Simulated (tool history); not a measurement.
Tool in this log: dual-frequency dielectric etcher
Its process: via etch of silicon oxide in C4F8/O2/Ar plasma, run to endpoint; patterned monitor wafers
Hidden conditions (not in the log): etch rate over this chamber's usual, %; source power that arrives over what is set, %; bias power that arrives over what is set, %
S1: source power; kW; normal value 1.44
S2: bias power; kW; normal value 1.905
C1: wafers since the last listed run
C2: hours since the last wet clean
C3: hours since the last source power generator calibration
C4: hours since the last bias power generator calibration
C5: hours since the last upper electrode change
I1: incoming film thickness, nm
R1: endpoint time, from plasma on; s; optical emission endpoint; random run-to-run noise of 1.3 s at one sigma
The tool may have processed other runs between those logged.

run 1 hour=0 | S1=1.31 S2=2 | C1=0 C2=278.9 C3=1417.6 C4=671.5 C5=4116.5 | I1=1840 | R1=397.5
run 2 hour=75.3 | S1=1.31 S2=2 | C1=386 C2=354.2 C3=1492.9 C4=746.8 C5=4191.8 | I1=1831.8 | R1=396.9
run 3 hour=140.8 | S1=1.31 S2=2 | C1=336 C2=419.7 C3=1558.4 C4=812.3 C5=4257.3 | I1=1828.3 | R1=394.6
run 4 hour=184.8 | S1=1.66 S2=1.905 | C1=225 C2=463.7 C3=1602.4 C4=856.3 C5=4301.3 | I1=1817.8 | R1=359.6
run 5 hour=227.2 | S1=1.44 S2=2.156 | C1=217 C2=506.1 C3=1644.8 C4=898.7 C5=4343.7 | I1=1836.6 | R1=369.9
-- hour=264.4 wet clean of the chamber
run 6 hour=529.4 | S1=1.44 S2=2.156 | C1=1428 C2=265 C3=1947 C4=1200.9 C5=4645.9 | I1=1818.5 | R1=368.5
run 7 hour=580.4 | S1=1.44 S2=1.905 | C1=261 C2=316 C3=1998 C4=1251.9 C5=4696.9 | I1=1806.3 | R1=377.9
run 8 hour=654 | S1=1.44 S2=1.544 | C1=377 C2=389.6 C3=2071.6 C4=1325.5 C5=4770.5 | I1=1828.6 | R1=406.4
run 9 hour=716.9 | S1=1.44 S2=1.544 | C1=323 C2=452.5 C3=2134.5 C4=1388.4 C5=4833.4 | I1=1828.3 | R1=412
run 10 hour=818.2 | S1=1.63 S2=1.905 | C1=520 C2=553.8 C3=2235.8 C4=1489.7 C5=4934.7 | I1=1838.3 | R1=366.9
-- hour=897.9 wet clean of the chamber
run 11 hour=906.7 | S1=1.63 S2=1.905 | C1=331 C2=8.8 C3=2324.3 C4=1578.2 C5=5023.2 | I1=1861.2 | R1=371.4
run 12 hour=990 | S1=1.63 S2=1.905 | C1=427 C2=92.1 C3=2407.6 C4=1661.5 C5=5106.5 | I1=1829.3 | R1=364.5
run 13 hour=1058.7 | S1=1.44 S2=1.905 | C1=352 C2=160.8 C3=2476.3 C4=1730.2 C5=5175.2 | I1=1831.7 | R1=385.5
-- hour=1109.2 source power generator calibrated
-- hour=1125.7 bias power generator calibrated
run 14 hour=1134.2 | S1=1.26 S2=2.058 | C1=346 C2=236.3 C3=25 C4=8.5 C5=5250.7 | I1=1817.3 | R1=397.5
-- hour=1197.5 upper electrode replaced
run 15 hour=1198 | S1=1.32 S2=1.749 | C1=204 C2=300.1 C3=88.8 C4=72.3 C5=0.5 | I1=1830.4 | R1=411.4
run 16 hour=1297 | S1=1.35 S2=2.298 | C1=508 C2=399.1 C3=187.8 C4=171.3 C5=99.5 | I1=1836.2 | R1=376.9
run 17 hour=1354.8 | S1=1.66 S2=2.155 | C1=296 C2=456.9 C3=245.6 C4=229.1 C5=157.3 | I1=1828.4 | R1=348.7
run 18 hour=1420.6 | S1=1.22 S2=1.472 | C1=337 C2=522.7 C3=311.4 C4=294.9 C5=223.1 | I1=1812.5 | R1=442.2
-- hour=1489.9 wet clean of the chamber
run 19 hour=1525.3 | S1=1.44 S2=1.905 | C1=414 C2=35.4 C3=416.1 C4=399.6 C5=327.8 | I1=1824.4 | R1=381.6
run 20 hour=1591.5 | S1=1.44 S2=1.905 | C1=339 C2=101.6 C3=482.3 C4=465.8 C5=394 | I1=1826.1 | R1=384.5
run 21 hour=1640.1 | S1=1.44 S2=1.544 | C1=249 C2=150.2 C3=530.9 C4=514.4 C5=442.6 | I1=1825.4 | R1=408.1
run 22 hour=1724.4 | S1=1.32 S2=1.648 | C1=432 C2=234.5 C3=615.2 C4=598.7 C5=526.9 | I1=1798 | R1=410.5
run 23 hour=1854.5 | S1=1.44 S2=1.905 | C1=668 C2=364.6 C3=745.3 C4=728.8 C5=657 | I1=1836.6 | R1=388.2
run 24 hour=1916.6 | S1=1.44 S2=1.905 | C1=318 C2=426.7 C3=807.4 C4=790.9 C5=719.1 | I1=1821.3 | R1=381.6
run 25 hour=1982.7 | S1=1.23 S2=2.263 | C1=339 C2=492.8 C3=873.5 C4=857 C5=785.2 | I1=1817.4 | R1=389.4
run 26 hour=2028.8 | S1=1.14 S2=1.637 | C1=236 C2=538.9 C3=919.6 C4=903.1 C5=831.3 | I1=1826.6 | R1=449.5
-- hour=2076.7 wet clean of the chamber
run 27 hour=2078.4 | S1=1.44 S2=1.905 | C1=131 C2=1.7 C3=969.2 C4=952.7 C5=880.9 | I1=1832.1 | R1=386

Hidden condition of the tool, last listed run before each entry between runs versus first listed run after:
From run 5 to run 6: wet clean of the chamber (hour 264.4)
  both runs share identical hidden conditions
From run 10 to run 11: wet clean of the chamber (hour 897.9)
  both runs share identical hidden conditions
From run 13 to run 14: source power generator calibrated (hour 1109.2); bias power generator calibrated (hour 1125.7)
  both runs share identical hidden conditions
From run 14 to run 15: upper electrode replaced (hour 1197.5)
  both runs share identical hidden conditions
From run 18 to run 19: wet clean of the chamber (hour 1489.9)
  both runs share identical hidden conditions
From run 26 to run 27: wet clean of the chamber (hour 2076.7)
  both runs share identical hidden conditions
